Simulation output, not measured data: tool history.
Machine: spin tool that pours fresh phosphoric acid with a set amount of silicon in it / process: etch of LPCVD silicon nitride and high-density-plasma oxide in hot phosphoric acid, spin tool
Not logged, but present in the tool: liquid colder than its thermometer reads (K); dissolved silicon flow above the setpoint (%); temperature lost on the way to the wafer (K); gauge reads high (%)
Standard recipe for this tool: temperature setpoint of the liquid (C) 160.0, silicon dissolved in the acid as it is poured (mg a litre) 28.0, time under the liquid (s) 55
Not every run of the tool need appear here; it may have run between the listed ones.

run	hour	temperature setpoint of the liquid (C)	silicon dissolved in the acid as it is poured (mg a litre)	time under the liquid (s)	wafers since the last listed run	hours since the thermometer was replaced	hours since the dissolved silicon flow meter was replaced	hours since the heated supply line was repaired	hours since the gauge calibration	read-back film thickness of the LPCVD silicon nitride reference wafer, read on the same gauge (nm)	thickness taken off the LPCVD silicon nitride on a monitor wafer (Å)
1	0.0	160.0	28.0	55	0	1119.5	221.8	1335.6	1.2	59.999	42.93
2	80.6	160.0	28.0	55	1288	1200.1	302.4	1416.2	81.8	60.008	43.30
3	177.9	160.0	28.0	65	1555	1297.4	399.7	1513.5	179.1	59.981	51.07
4	270.1	160.0	46.0	55	1473	1389.6	491.9	1605.7	271.3	59.990	42.71
5	317.2	160.0	28.0	55	752	1436.7	539.0	1652.8	318.4	60.007	42.81
6	386.0	157.5	20.0	55	1099	1505.5	607.8	1721.6	387.2	59.979	39.53
7	462.6	160.0	48.5	55	1224	1582.1	684.4	1798.2	463.8	59.984	42.31
8	545.2	160.0	7.5	70	1320	1664.7	767.0	1880.8	546.4	60.004	53.65
9	610.9	160.0	28.0	55	1050	1730.4	832.7	1946.5	612.1	60.020	42.56
# hour 689.5: thermometer replaced
10	698.0	160.0	21.5	25	1376	8.5	919.8	2033.6	699.2	59.987	20.80
11	734.2	161.0	22.0	35	578	44.7	956.0	2069.8	735.4	60.003	29.73
12	796.0	161.0	6.0	70	987	106.5	1017.8	2131.6	797.2	60.006	58.58
13	852.8	159.0	37.0	55	907	163.3	1074.6	2188.4	854.0	60.019	42.68
# hour 909.5: heated supply line repaired
14	930.6	158.0	11.5	30	1227	241.1	1152.4	21.1	931.8	60.004	22.76
15	1014.9	158.0	28.0	55	1347	325.4	1236.7	105.4	1016.1	59.976	41.50
16	1113.2	157.5	39.0	75	1571	423.7	1335.0	203.7	1114.4	59.984	55.61
17	1192.7	157.5	47.0	55	1270	503.2	1414.5	283.2	1193.9	60.012	41.01
18	1283.7	159.0	28.0	55	1454	594.2	1505.5	374.2	1284.9	60.007	42.73
19	1348.5	160.0	28.0	55	1035	659.0	1570.3	439.0	1349.7	60.016	44.02
20	1419.7	161.5	45.5	55	1137	730.2	1641.5	510.2	1420.9	60.006	45.92
21	1521.0	157.5	16.0	35	1619	831.5	1742.8	611.5	1522.2	60.016	25.70

List, for all runs, the conditions of the tool that the log does not record:
dissolved silicon flow above the setpoint (%): 0 in every run
temperature lost on the way to the wafer (K): 0 in every run
gauge reads high (%): 0 in every run
H1: liquid colder than its thermometer reads (K)
run	H1
1	1.08
2	1.15
3	1.24
4	1.33
5	1.37
6	1.44
7	1.51
8	1.59
9	1.65
10	0.0458
11	0.0798
12	0.138
13	0.191
14	0.264
15	0.343
16	0.435
17	0.51
18	0.595
19	0.656
20	0.723
21	0.817
